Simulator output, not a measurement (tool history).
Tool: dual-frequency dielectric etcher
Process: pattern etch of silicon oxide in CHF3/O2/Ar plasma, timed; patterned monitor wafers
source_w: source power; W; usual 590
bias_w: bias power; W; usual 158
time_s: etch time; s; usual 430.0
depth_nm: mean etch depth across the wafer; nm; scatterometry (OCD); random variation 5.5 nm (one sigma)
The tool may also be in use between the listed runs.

| run | hour | source_w | bias_w | time_s | wafers since the last listed run | hours since the last wet clean | hours since the last source power generator calibration | hours since the last bias power generator calibration | hours since the last upper electrode change | hours since the gauge calibration | read-back reference wafer on the same gauge, depth_nm | depth_nm |
|---|---|---|---|---|---|---|---|---|---|---|---|---|
| 1 | 0.0 | 590 | 158 | 430.0 | 0 | 285.0 | 4873.0 | 1257.6 | 4235.2 | 294.3 | 771.9 | 790.2 |
| 2 | 35.7 | 590 | 158 | 430.0 | 86 | 320.7 | 4908.7 | 1293.3 | 4270.9 | 330.0 | 770.3 | 764.4 |
| 3 | 53.7 | 590 | 188 | 430.0 | 43 | 338.7 | 4926.7 | 1311.3 | 4288.9 | 348.0 | 770.0 | 821.2 |
| 4 | 82.7 | 660 | 158 | 430.0 | 70 | 367.7 | 4955.7 | 1340.3 | 4317.9 | 377.0 | 771.7 | 825.0 |
| 5 | 114.2 | 590 | 136 | 430.0 | 76 | 399.2 | 4987.2 | 1371.8 | 4349.4 | 408.5 | 770.6 | 727.6 |
|  | 129.9 | bias power generator calibrated |
|  | 150.1 | gauge calibrated |
|  | 155.1 | upper electrode replaced |
| 6 | 155.6 | 560 | 158 | 430.0 | 32 | 440.6 | 5028.6 | 25.7 | 0.5 | 5.5 | 771.1 | 743.1 |
| 7 | 165.1 | 560 | 158 | 430.0 | 22 | 450.1 | 5038.1 | 35.2 | 10.0 | 15.0 | 773.2 | 745.1 |
|  | 208.7 | wet clean of the chamber |
| 8 | 209.2 | 560 | 158 | 430.0 | 48 | 0.5 | 5082.2 | 79.3 | 54.1 | 59.1 | 771.4 | 715.1 |
| 9 | 223.3 | 690 | 193 | 430.0 | 34 | 14.6 | 5096.3 | 93.4 | 68.2 | 73.2 | 770.3 | 877.7 |
|  | 233.3 | source power generator calibrated |
| 10 | 244.2 | 720 | 130 | 492.0 | 40 | 35.5 | 10.9 | 114.3 | 89.1 | 94.1 | 772.1 | 880.3 |
| 11 | 271.9 | 730 | 158 | 430.0 | 67 | 63.2 | 38.6 | 142.0 | 116.8 | 121.8 | 770.4 | 829.5 |
|  | 305.0 | wet clean of the chamber, repeated, since the last time left the tool worse |
| 12 | 305.5 | 590 | 158 | 430.0 | 23 | 0.5 | 72.2 | 175.6 | 150.4 | 155.4 | 769.5 | 798.2 |
| 13 | 321.6 | 650 | 147 | 557.0 | 38 | 16.6 | 88.3 | 191.7 | 166.5 | 171.5 | 772.5 | 1045.4 |
| 14 | 343.4 | 590 | 170 | 390.0 | 52 | 38.4 | 110.1 | 213.5 | 188.3 | 193.3 | 771.1 | 741.9 |
| 15 | 357.1 | 590 | 158 | 332.5 | 33 | 52.1 | 123.8 | 227.2 | 202.0 | 207.0 | 771.2 | 607.0 |
| 16 | 390.5 | 510 | 197 | 496.0 | 80 | 85.5 | 157.2 | 260.6 | 235.4 | 240.4 | 769.5 | 909.4 |
| 17 | 422.1 | 630 | 158 | 430.0 | 76 | 117.1 | 188.8 | 292.2 | 267.0 | 272.0 | 770.2 | 813.3 |

4 ways to go on from here, each from the tool as it stands after run 17. What would each give?
| A | 422.6 | 590 | 169 | 430.0 | 1 | 117.6 | 189.3 | 292.7 | 267.5 | 272.5 | ? | ? |
| B | 422.6 | 680 | 138 | 519.0 | 1 | 117.6 | 189.3 | 292.7 | 267.5 | 272.5 | ? | ? |
| C | 422.6 | 660 | 126 | 371.0 | 1 | 117.6 | 189.3 | 292.7 | 267.5 | 272.5 | ? | ? |
| D | 422.6 | 710 | 158 | 499.0 | 1 | 117.6 | 189.3 | 292.7 | 267.5 | 272.5 | ? | ? |

| run | read-back reference wafer on the same gauge, depth_nm | depth_nm |
|---|---|---|
| A | 768.5 | 804.7 |
| B | 768.5 | 973.6 |
| C | 768.5 | 662.4 |
| D | 768.5 | 1006.7 |
Without the tool's hidden state the same runs would have given:
| run | depth_nm |
|---|---|
| A | 814.6 |
| B | 985.6 |
| C | 670.6 |
| D | 1019.2 |
